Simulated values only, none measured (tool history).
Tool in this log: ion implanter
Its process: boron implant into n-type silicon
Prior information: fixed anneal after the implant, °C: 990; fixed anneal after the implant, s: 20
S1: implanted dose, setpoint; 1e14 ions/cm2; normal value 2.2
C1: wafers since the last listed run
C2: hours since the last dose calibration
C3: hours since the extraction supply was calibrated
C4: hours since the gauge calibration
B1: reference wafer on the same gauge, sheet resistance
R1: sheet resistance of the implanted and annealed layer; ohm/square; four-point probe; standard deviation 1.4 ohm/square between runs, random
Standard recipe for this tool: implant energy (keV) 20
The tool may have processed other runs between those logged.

{"run": 1, "day": 0.0, "S1": 2.2, "implant energy (keV)": 20, "C1": 0, "C2": 458.6, "C3": 5356.5, "C4": 764.3, "B1": 464.09, "R1": 410.29}
{"run": 2, "day": 4.046, "S1": 2.2, "implant energy (keV)": 20, "C1": 1830, "C2": 555.7, "C3": 5453.6, "C4": 861.4, "B1": 463.77, "R1": 409.47}
{"run": 3, "day": 7.096, "S1": 2.2, "implant energy (keV)": 20, "C1": 1380, "C2": 628.9, "C3": 5526.8, "C4": 934.6, "B1": 464.14, "R1": 408.7}
{"run": 4, "day": 8.729, "S1": 2.59, "implant energy (keV)": 15.5, "C1": 739, "C2": 668.1, "C3": 5566, "C4": 973.8, "B1": 463.92, "R1": 369.63}
{"run": 5, "day": 10.704, "S1": 2.59, "implant energy (keV)": 15.5, "C1": 893, "C2": 715.5, "C3": 5613.4, "C4": 1021.2, "B1": 463.96, "R1": 371.42}
{"run": 6, "day": 19.775, "S1": 2.59, "implant energy (keV)": 15.5, "C1": 4104, "C2": 933.2, "C3": 5831.1, "C4": 1238.9, "B1": 463.59, "R1": 366.45}
{"day": 22.712, "done": "extraction supply calibrated"}
{"run": 7, "day": 23.942, "S1": 2.2, "implant energy (keV)": 20, "C1": 1734, "C2": 1033.2, "C3": 29.5, "C4": 1338.9, "B1": 464.3, "R1": 407.33}
{"run": 8, "day": 27.392, "S1": 2.2, "implant energy (keV)": 20, "C1": 1561, "C2": 1116, "C3": 112.3, "C4": 1421.7, "B1": 464.07, "R1": 405.28}
{"run": 9, "day": 30.25, "S1": 2.2, "implant energy (keV)": 20, "C1": 1293, "C2": 1184.6, "C3": 180.9, "C4": 1490.3, "B1": 464.06, "R1": 404.71}
{"day": 32.112, "done": "Faraday cup replaced and dose calibrated"}
{"run": 10, "day": 33.054, "S1": 2.2, "implant energy (keV)": 20, "C1": 1118, "C2": 22.6, "C3": 248.2, "C4": 1557.6, "B1": 464.27, "R1": 413.47}

Predict the results of run 11:
{"run": 11, "day": 36.238, "S1": 1.95, "implant energy (keV)": 20, "C1": 1440, "C2": 99, "C3": 324.6, "C4": 1634, "B1": "?", "R1": "?"}

For run 11 the tool returned B1 463.89, R1 454.97 ohm/square.
With the hidden condition absent and the run-to-run variation left alone, this run would have shown R1 455.16 ohm/square.
